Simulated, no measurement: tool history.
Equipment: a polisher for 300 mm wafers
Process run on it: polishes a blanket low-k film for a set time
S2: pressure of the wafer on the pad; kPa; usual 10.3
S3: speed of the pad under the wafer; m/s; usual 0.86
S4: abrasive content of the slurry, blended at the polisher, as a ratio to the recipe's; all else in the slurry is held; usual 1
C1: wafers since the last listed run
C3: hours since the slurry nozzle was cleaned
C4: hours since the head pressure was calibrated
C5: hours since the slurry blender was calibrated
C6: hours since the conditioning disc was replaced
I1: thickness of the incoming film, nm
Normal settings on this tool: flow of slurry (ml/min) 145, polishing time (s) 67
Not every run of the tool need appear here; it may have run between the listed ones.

{"run": 1, "day": 0.0, "flow of slurry (ml/min)": 145, "S2": 10.3, "S3": 0.86, "S4": 1, "polishing time (s)": 67, "C1": 0, "wafers polished on this pad": 1658, "C3": 409.8, "C4": 41.7, "C5": 77.5, "C6": 408.3, "I1": 763.2, "film removed (Å)": 221}
{"run": 2, "day": 4.129, "flow of slurry (ml/min)": 145, "S2": 10.3, "S3": 0.86, "S4": 1, "polishing time (s)": 67, "C1": 1258, "wafers polished on this pad": 2917, "C3": 508.9, "C4": 140.8, "C5": 176.6, "C6": 507.4, "I1": 763.4, "film removed (Å)": 218}
{"day": 5.767, "done": "conditioning disc replaced and pad reconditioned"}
{"day": 12.008, "done": "slurry blender recalibrated"}
{"day": 12.254, "done": "worn pad replaced by a new one"}
{"run": 3, "day": 13.796, "flow of slurry (ml/min)": 145, "S2": 8.3, "S3": 0.86, "S4": 1, "polishing time (s)": 67, "C1": 2844, "wafers polished on this pad": 469, "C3": 740.9, "C4": 372.8, "C5": 42.9, "C6": 192.7, "I1": 779.4, "film removed (Å)": 188}
{"run": 4, "day": 16.125, "flow of slurry (ml/min)": 145, "S2": 8.3, "S3": 0.86, "S4": 1, "polishing time (s)": 67, "C1": 709, "wafers polished on this pad": 1179, "C3": 796.8, "C4": 428.7, "C5": 98.8, "C6": 248.6, "I1": 781.9, "film removed (Å)": 185}
{"day": 19.608, "done": "slurry nozzle cleaned"}
{"run": 5, "day": 20.208, "flow of slurry (ml/min)": 145, "S2": 10.3, "S3": 1.04, "S4": 1, "polishing time (s)": 67, "C1": 1231, "wafers polished on this pad": 2411, "C3": 14.4, "C4": 526.7, "C5": 196.8, "C6": 346.6, "I1": 766.9, "film removed (Å)": 251}
{"run": 6, "day": 23.421, "flow of slurry (ml/min)": 145, "S2": 10.3, "S3": 1.04, "S4": 1, "polishing time (s)": 67, "C1": 979, "wafers polished on this pad": 3390, "C3": 91.5, "C4": 603.8, "C5": 273.9, "C6": 423.7, "I1": 777.9, "film removed (Å)": 244}
{"run": 7, "day": 25.133, "flow of slurry (ml/min)": 145, "S2": 10.3, "S3": 0.86, "S4": 1, "polishing time (s)": 67, "C1": 521, "wafers polished on this pad": 3912, "C3": 132.6, "C4": 644.9, "C5": 315, "C6": 464.8, "I1": 770.4, "film removed (Å)": 209}
{"run": 8, "day": 27.154, "flow of slurry (ml/min)": 145, "S2": 10.3, "S3": 0.86, "S4": 1, "polishing time (s)": 67, "C1": 615, "wafers polished on this pad": 4528, "C3": 181.1, "C4": 693.4, "C5": 363.5, "C6": 513.3, "I1": 777.9, "film removed (Å)": 204}
{"day": 28.171, "done": "slurry blender recalibrated"}
{"day": 29.604, "done": "conditioning disc replaced and pad reconditioned"}
{"day": 30.067, "done": "worn pad replaced by a new one"}
{"run": 9, "day": 31.208, "flow of slurry (ml/min)": 145, "S2": 10.3, "S3": 0.86, "S4": 1, "polishing time (s)": 67, "C1": 1134, "wafers polished on this pad": 347, "C3": 278.4, "C4": 790.7, "C5": 72.9, "C6": 38.5, "I1": 780.2, "film removed (Å)": 220}
{"run": 10, "day": 33.317, "flow of slurry (ml/min)": 145, "S2": 10.3, "S3": 0.86, "S4": 1, "polishing time (s)": 67, "C1": 642, "wafers polished on this pad": 990, "C3": 329, "C4": 841.3, "C5": 123.5, "C6": 89.1, "I1": 767, "film removed (Å)": 219}
{"run": 11, "day": 35.438, "flow of slurry (ml/min)": 145, "S2": 10.3, "S3": 0.86, "S4": 1, "polishing time (s)": 67, "C1": 646, "wafers polished on this pad": 1636, "C3": 379.9, "C4": 892.2, "C5": 174.4, "C6": 140, "I1": 764.7, "film removed (Å)": 214}
{"run": 12, "day": 38.725, "flow of slurry (ml/min)": 110, "S2": 11.7, "S3": 0.62, "S4": 1, "polishing time (s)": 45, "C1": 1002, "wafers polished on this pad": 2638, "C3": 458.8, "C4": 971.1, "C5": 253.3, "C6": 218.9, "I1": 758.1, "film removed (Å)": 114}
{"run": 13, "day": 42.542, "flow of slurry (ml/min)": 125, "S2": 11.7, "S3": 0.86, "S4": 1, "polishing time (s)": 67, "C1": 1163, "wafers polished on this pad": 3802, "C3": 550.4, "C4": 1062.7, "C5": 344.9, "C6": 310.5, "I1": 765.8, "film removed (Å)": 221}
{"day": 45.658, "done": "slurry blender recalibrated"}
{"run": 14, "day": 45.925, "flow of slurry (ml/min)": 145, "S2": 10.3, "S3": 0.86, "S4": 1, "polishing time (s)": 59, "C1": 1005, "wafers polished on this pad": 4807, "C3": 631.6, "C4": 1143.9, "C5": 6.4, "C6": 391.7, "I1": 756.9, "film removed (Å)": 201}
{"day": 47.45, "done": "worn pad replaced by a new one"}
{"day": 48.621, "done": "slurry nozzle cleaned"}
{"run": 15, "day": 49.558, "flow of slurry (ml/min)": 145, "S2": 10.3, "S3": 0.86, "S4": 1, "polishing time (s)": 67, "C1": 1043, "wafers polished on this pad": 629, "C3": 22.5, "C4": 1231.1, "C5": 93.6, "C6": 478.9, "I1": 768.1, "film removed (Å)": 217}
{"day": 49.842, "done": "head pressure recalibrated"}
{"run": 16, "day": 51.892, "flow of slurry (ml/min)": 175, "S2": 10.3, "S3": 0.86, "S4": 0.75, "polishing time (s)": 67, "C1": 685, "wafers polished on this pad": 1315, "C3": 78.5, "C4": 49.2, "C5": 149.6, "C6": 534.9, "I1": 781, "film removed (Å)": 198}
{"run": 17, "day": 53.888, "flow of slurry (ml/min)": 160, "S2": 10.3, "S3": 0.7, "S4": 1, "polishing time (s)": 67, "C1": 608, "wafers polished on this pad": 1923, "C3": 126.4, "C4": 97.1, "C5": 197.5, "C6": 582.8, "I1": 767.4, "film removed (Å)": 185}
{"day": 54.396, "done": "conditioning disc replaced and pad reconditioned"}
{"run": 18, "day": 56.246, "flow of slurry (ml/min)": 110, "S2": 10.3, "S3": 0.86, "S4": 1, "polishing time (s)": 46, "C1": 693, "wafers polished on this pad": 2617, "C3": 183, "C4": 153.7, "C5": 254.1, "C6": 44.4, "I1": 778.4, "film removed (Å)": 135}
{"run": 19, "day": 59.783, "flow of slurry (ml/min)": 160, "S2": 10.3, "S3": 0.86, "S4": 0.85, "polishing time (s)": 67, "C1": 1078, "wafers polished on this pad": 3695, "C3": 267.9, "C4": 238.6, "C5": 339, "C6": 129.3, "I1": 765.3, "film removed (Å)": 193}
{"run": 20, "day": 62.392, "flow of slurry (ml/min)": 145, "S2": 10.3, "S3": 0.86, "S4": 1, "polishing time (s)": 67, "C1": 795, "wafers polished on this pad": 4490, "C3": 330.5, "C4": 301.2, "C5": 401.6, "C6": 191.9, "I1": 759.5, "film removed (Å)": 197}
{"day": 63.317, "done": "slurry blender recalibrated"}
{"run": 21, "day": 64.558, "flow of slurry (ml/min)": 130, "S2": 9, "S3": 1.12, "S4": 1, "polishing time (s)": 52, "C1": 634, "wafers polished on this pad": 5125, "C3": 382.5, "C4": 353.2, "C5": 29.8, "C6": 243.9, "I1": 774.3, "film removed (Å)": 186}

Run 22 comes next. What will it give?
{"day": 65.467, "done": "worn pad replaced by a new one"}
{"run": 22, "day": 66.462, "flow of slurry (ml/min)": 145, "S2": 10.3, "S3": 0.66, "S4": 1, "polishing time (s)": 60, "C1": 529, "wafers polished on this pad": 303, "C3": 428.2, "C4": 398.9, "C5": 75.5, "C6": 289.6, "I1": 770.1, "film removed (Å)": "?"}

Run 22 gave film removed (Å) 158.
Were there no unlogged condition in the tool, this run, its random variation unchanged, would have produced film removed (Å) 163.

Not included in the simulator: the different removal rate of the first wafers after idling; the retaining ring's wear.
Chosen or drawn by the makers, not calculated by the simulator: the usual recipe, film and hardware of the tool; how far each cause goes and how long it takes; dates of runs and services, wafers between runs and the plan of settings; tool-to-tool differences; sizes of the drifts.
